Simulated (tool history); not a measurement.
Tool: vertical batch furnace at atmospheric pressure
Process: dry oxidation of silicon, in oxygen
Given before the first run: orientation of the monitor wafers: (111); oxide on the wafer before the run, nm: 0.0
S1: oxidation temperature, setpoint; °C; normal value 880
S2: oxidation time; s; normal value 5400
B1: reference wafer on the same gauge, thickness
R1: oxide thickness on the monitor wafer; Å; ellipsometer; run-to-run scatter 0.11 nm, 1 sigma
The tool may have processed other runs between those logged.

| run | hour | S1 | S2 | B1 | R1 |
|---|---|---|---|---|---|
| 1 | 0 | 880 | 5400 | 25.61 | 305.7 |
| 2 | 55.3 | 880 | 5400 | 25.61 | 307.5 |
| 3 | 98.4 | 880 | 5400 | 25.59 | 307.5 |
| 4 | 200.1 | 880 | 5400 | 25.6 | 307.6 |
| 5 | 264.3 | 880 | 5400 | 25.6 | 307.9 |
| 6 | 342.1 | 880 | 5400 | 25.59 | 309.1 |
| 7 | 420.9 | 872 | 5400 | 25.61 | 283 |
| 8 | 648 | 872 | 5400 | 25.61 | 284.2 |
| 9 | 711.7 | 880 | 5400 | 25.63 | 309 |
| 10 | 777.9 | 880 | 5400 | 25.58 | 310 |
|  | 796.5 | gauge calibrated |
| 11 | 820.3 | 880 | 5400 | 25.6 | 308 |
| 12 | 919.2 | 899 | 5400 | 25.59 | 377.9 |
| 13 | 997 | 871 | 7200 | 25.59 | 343.1 |
| 14 | 1102.8 | 899 | 6090 | 25.62 | 411.5 |
| 15 | 1168.6 | 880 | 5400 | 25.58 | 311.4 |
|  | 1259.5 | boat lift adjusted |
| 16 | 1260 | 903 | 6330 | 25.57 | 440.7 |
| 17 | 1323.4 | 880 | 5400 | 25.6 | 312.3 |
| 18 | 1394.5 | 880 | 5400 | 25.59 | 310.5 |
| 19 | 1453 | 866 | 7950 | 25.61 | 352.1 |
| 20 | 1541.1 | 880 | 5400 | 25.6 | 310.1 |
|  | 1642.4 | thermocouples replaced and temperature profile calibrated |
| 21 | 1642.9 | 880 | 5400 | 25.61 | 303.4 |
| 22 | 1677.9 | 893 | 5400 | 25.6 | 347.5 |
| 23 | 1882.2 | 865 | 3810 | 25.59 | 202.6 |
| 24 | 2068.4 | 888 | 6600 | 25.58 | 379.6 |

Measured result minus the same run's result without the hidden state. Both carry the same run-to-run variation, though not necessarily the same gauge scatter:
What the log doesn't record here: true tube temperature minus thermocouple reading, K; monitor wafer colder than the profiled boat position, K; gauge reads high (%).
| run | R1 |
|---|---|
| 1 | +3.5 |
| 2 | +3.7 |
| 3 | +3.9 |
| 4 | +4.2 |
| 5 | +4.4 |
| 6 | +4.6 |
| 7 | +4.5 |
| 8 | +5.1 |
| 9 | +5.7 |
| 10 | +5.8 |
| 11 | +5.9 |
| 12 | +7.4 |
| 13 | +7.4 |
| 14 | +8.8 |
| 15 | +7.1 |
| 16 | +9.9 |
| 17 | +7.5 |
| 18 | +7.7 |
| 19 | +9.1 |
| 20 | +8.1 |
| 21 | +0.7 |
| 22 | +0.8 |
| 23 | +1 |
| 24 | +2.4 |

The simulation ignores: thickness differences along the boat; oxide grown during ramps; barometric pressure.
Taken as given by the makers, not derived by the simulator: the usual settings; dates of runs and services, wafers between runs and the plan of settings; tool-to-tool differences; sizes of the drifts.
